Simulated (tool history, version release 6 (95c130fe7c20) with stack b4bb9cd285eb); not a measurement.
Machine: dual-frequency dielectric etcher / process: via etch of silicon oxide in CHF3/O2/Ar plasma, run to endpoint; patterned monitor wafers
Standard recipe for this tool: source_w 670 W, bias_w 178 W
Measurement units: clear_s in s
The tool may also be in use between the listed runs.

run	hour	source_w	bias_w	incoming incoming film thickness, nm	clear_s
1	0	670	160	558.1	270.2
# hour 27.5: wet clean of the chamber
2	67.5	670	206	556.9	250.4
3	107	670	178	560.8	263.3
4	134.7	670	178	558.9	270
5	171.3	670	178	559.6	267
6	219.5	670	178	566.6	267.7
7	274.7	670	208	559.1	245.2
8	340.9	670	208	560.9	244
9	381.6	670	208	554.1	241.1
# hour 420.6: bias power generator calibrated
10	440	670	178	560.4	264.5
11	477	670	178	557.5	254.5
# hour 518.1: upper electrode replaced
12	518.6	710	190	558.3	246.7
13	568.8	670	178	564.4	257.7
# hour 615.7: wet clean of the chamber
14	616.2	600	206	558	265.9
15	668.3	750	209	563.3	247.5
16	714.4	670	138	558.5	295.8
17	771.5	670	141	561.1	294
18	829.5	670	178	561.2	268.3
19	900	670	157	560.3	278.7
20	943.9	670	178	566.5	266.7
# hour 948.9: source power generator calibrated
21	1013.2	670	178	554.2	260.2
22	1084	530	191	562	277.6
23	1111.4	770	134	566.2	276.5
# hour 1158.5: wet clean of the chamber
24	1159	670	207	566.1	260.4
25	1187.3	500	143	564.2	329.4
26	1249.3	600	178	558	278.7
27	1309.9	670	215	557.3	248.9

What the log doesn't show, run by run:
source power that arrives over what is set, %: 0 at every run
bias power that arrives over what is set, %: 0 at every run
H1: etch rate over this chamber's usual, %
run	H1
1	4.03
2	0.982
3	1.35
4	1.62
5	1.96
6	2.42
7	2.94
8	3.56
9	3.95
10	4.5
11	4.85
12	5.24
13	5.72
14	-1.05
15	-0.557
16	-0.122
17	0.417
18	0.965
19	1.63
20	2.05
21	2.7
22	3.37
23	3.63
24	-0.447
25	-0.179
26	0.406
27	0.979

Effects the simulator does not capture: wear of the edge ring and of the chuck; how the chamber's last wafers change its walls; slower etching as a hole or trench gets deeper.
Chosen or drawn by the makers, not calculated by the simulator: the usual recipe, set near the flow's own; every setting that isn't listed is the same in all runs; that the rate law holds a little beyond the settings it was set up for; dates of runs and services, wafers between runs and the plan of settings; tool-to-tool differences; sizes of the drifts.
